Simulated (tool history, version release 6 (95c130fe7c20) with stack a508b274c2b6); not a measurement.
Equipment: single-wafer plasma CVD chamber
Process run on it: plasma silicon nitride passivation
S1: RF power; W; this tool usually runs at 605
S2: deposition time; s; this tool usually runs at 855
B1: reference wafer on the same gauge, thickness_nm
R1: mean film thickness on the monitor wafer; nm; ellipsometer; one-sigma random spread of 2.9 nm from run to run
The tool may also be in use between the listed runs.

run 1 hour=0.0 | S1=605 S2=855 | B1=1259.910 | R1=1339.316
run 2 hour=12.6 | S1=605 S2=855 | B1=1260.016 | R1=1341.102
run 3 hour=37.0 | S1=605 S2=855 | B1=1260.493 | R1=1338.215
run 4 hour=62.8 | S1=605 S2=855 | B1=1259.871 | R1=1335.126
run 5 hour=85.9 | S1=605 S2=855 | B1=1260.146 | R1=1331.628
run 6 hour=108.9 | S1=605 S2=955 | B1=1260.098 | R1=1488.813
run 7 hour=200.5 | S1=605 S2=955 | B1=1260.289 | R1=1490.164
run 8 hour=226.4 | S1=605 S2=909 | B1=1259.368 | R1=1422.509
run 9 hour=245.3 | S1=605 S2=909 | B1=1260.205 | R1=1424.055
run 10 hour=263.2 | S1=605 S2=909 | B1=1260.199 | R1=1418.504
run 11 hour=286.1 | S1=645 S2=784 | B1=1260.167 | R1=1253.942
run 12 hour=302.3 | S1=645 S2=784 | B1=1260.118 | R1=1250.963
run 13 hour=318.2 | S1=645 S2=784 | B1=1260.411 | R1=1255.360
run 14 hour=335.1 | S1=695 S2=855 | B1=1259.493 | R1=1399.637
run 15 hour=355.2 | S1=605 S2=855 | B1=1260.013 | R1=1334.313
run 16 hour=373.9 | S1=605 S2=855 | B1=1259.949 | R1=1330.180
run 17 hour=395.7 | S1=605 S2=855 | B1=1260.224 | R1=1336.551
run 18 hour=411.8 | S1=605 S2=855 | B1=1260.084 | R1=1337.295
run 19 hour=433.4 | S1=515 S2=855 | B1=1260.469 | R1=1259.455
run 20 hour=465.9 | S1=515 S2=855 | B1=1259.679 | R1=1264.151
-- hour=492.0 gauge calibrated
run 21 hour=501.2 | S1=635 S2=924 | B1=1259.417 | R1=1471.030
-- hour=527.7 showerhead replaced
run 22 hour=532.4 | S1=705 S2=855 | B1=1260.766 | R1=1412.848
-- hour=561.3 RF generator calibrated
run 23 hour=561.8 | S1=605 S2=855 | B1=1259.489 | R1=1336.130
run 24 hour=590.2 | S1=495 S2=855 | B1=1259.627 | R1=1241.688
run 25 hour=617.3 | S1=655 S2=918 | B1=1259.452 | R1=1478.995
run 26 hour=645.0 | S1=515 S2=986 | B1=1260.188 | R1=1454.676
run 27 hour=670.4 | S1=715 S2=1012 | B1=1260.084 | R1=1668.804
run 28 hour=691.8 | S1=605 S2=855 | B1=1260.151 | R1=1332.025
run 29 hour=706.5 | S1=705 S2=796 | B1=1259.676 | R1=1312.676
run 30 hour=728.0 | S1=715 S2=731 | B1=1260.248 | R1=1212.072
run 31 hour=747.1 | S1=665 S2=901 | B1=1259.565 | R1=1456.142
run 32 hour=762.3 | S1=605 S2=855 | B1=1260.409 | R1=1334.264
run 33 hour=796.2 | S1=570 S2=697 | B1=1260.239 | R1=1066.500
run 34 hour=879.9 | S1=485 S2=989 | B1=1260.625 | R1=1425.827
run 35 hour=903.6 | S1=680 S2=855 | B1=1260.032 | R1=1394.722
run 36 hour=924.4 | S1=605 S2=855 | B1=1260.539 | R1=1337.065
run 37 hour=955.8 | S1=605 S2=855 | B1=1260.771 | R1=1334.946
run 38 hour=987.6 | S1=605 S2=855 | B1=1260.501 | R1=1337.379
run 39 hour=1022.6 | S1=500 S2=966 | B1=1259.960 | R1=1407.417
run 40 hour=1041.6 | S1=605 S2=855 | B1=1260.215 | R1=1342.769
run 41 hour=1057.0 | S1=605 S2=855 | B1=1260.259 | R1=1335.328
run 42 hour=1070.7 | S1=605 S2=1009 | B1=1260.163 | R1=1576.136

Run-by-run hidden state of the tool:
delivered RF power above the setpoint (%): 0 in every run
gauge reads high (%): 0 in every run
